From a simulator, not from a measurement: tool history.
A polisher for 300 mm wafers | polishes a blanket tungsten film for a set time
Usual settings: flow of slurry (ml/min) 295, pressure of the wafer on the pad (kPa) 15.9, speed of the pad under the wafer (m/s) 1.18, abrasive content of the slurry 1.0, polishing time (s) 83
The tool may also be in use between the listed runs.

run	day	flow of slurry (ml/min)	pressure of the wafer on the pad (kPa)	speed of the pad under the wafer (m/s)	abrasive content of the slurry	polishing time (s)	incoming thickness of the incoming film, nm	film removed (nm)
1	0.000	295	15.9	1.18	1.0	83	1424.0	233.1
# day 0.962: slurry tank refilled with fresh slurry and peroxide
# day 1.162: worn pad replaced by a new one
# day 5.946: slurry blender recalibrated
2	7.033	295	15.9	1.18	1.0	83	1426.9	250.3
3	9.112	295	15.9	1.18	1.2	83	1414.3	255.4
4	13.221	295	15.9	1.18	1.0	83	1433.4	237.1
5	17.212	295	15.9	1.18	1.0	83	1419.8	233.8
# day 18.025: head pressure recalibrated
6	20.279	295	15.9	1.18	1.0	83	1443.6	232.6
# day 24.192: slurry tank refilled with fresh slurry and peroxide
7	24.450	345	15.9	1.18	1.0	83	1429.5	231.3
# day 26.167: worn pad replaced by a new one
8	27.638	345	15.9	1.18	1.0	83	1418.9	235.0
# day 30.721: slurry blender recalibrated
9	30.742	345	15.9	1.18	1.0	83	1422.7	260.1
10	33.438	295	15.9	1.18	1.0	72	1418.9	212.6
# day 36.542: slurry nozzle cleaned
11	42.233	295	15.9	1.18	1.0	72	1437.6	206.9
# day 45.050: slurry tank refilled with fresh slurry and peroxide
12	45.479	210	15.9	1.18	1.0	83	1404.8	223.1
# day 48.162: head pressure recalibrated
13	48.183	390	15.9	1.18	1.0	83	1387.4	238.9
14	50.638	350	15.9	1.18	1.0	83	1396.0	233.0
# day 51.442: worn pad replaced by a new one
15	53.938	295	15.9	1.58	0.9	83	1415.4	288.5
# day 55.012: slurry blender recalibrated
16	66.817	295	17.9	1.56	1.0	67	1431.2	269.7
17	68.838	375	21.4	1.18	1.0	100	1423.5	366.5
# day 68.929: slurry tank refilled with fresh slurry and peroxide
18	72.162	295	15.9	1.18	1.0	83	1410.0	226.7
# day 72.758: slurry nozzle cleaned
# day 73.808: worn pad replaced by a new one
19	74.367	400	15.9	0.86	1.0	83	1417.9	182.5
# day 76.138: head pressure recalibrated
# day 77.450: slurry blender recalibrated
20	78.679	350	17.9	1.48	1.1	83	1398.6	352.7
21	82.946	295	15.9	1.18	1.0	83	1430.1	240.9
22	86.242	255	19.3	1.54	1.0	66	1432.2	270.4
23	88.517	295	15.9	1.18	1.0	83	1410.5	229.5
24	90.283	295	15.9	1.34	1.0	59	1400.8	180.2
# day 91.358: slurry tank refilled with fresh slurry and peroxide
25	94.379	295	19.3	1.04	1.0	83	1426.0	234.0
# day 96.338: worn pad replaced by a new one
26	98.754	330	12.4	1.18	1.0	83	1409.9	187.3
27	101.138	390	11.7	1.18	1.1	83	1416.5	183.0

The tool's hidden state at each run:
removal rate lost through wear of the pad, %: 0 in every run
slurry flow missing at the pad, %: 0 in every run
deviation of the head's pressure from its setpoint, %: 0 in every run
peroxide lost from the slurry, %: 0 in every run
H1: abrasive missing from the slurry, %
run	H1
1	32.8
2	7.79
3	15.1
4	24.8
5	30.2
6	32.8
7	35
8	36
9	0.968
10	11.5
11	28.3
12	30.9
13	32.4
14	33.3
15	34.2
16	29.9
17	31.6
18	33.6
19	34.5
20	9.97
21	22.8
22	28.8
23	31.6
24	33.3
25	35.9
26	37.5
27	38
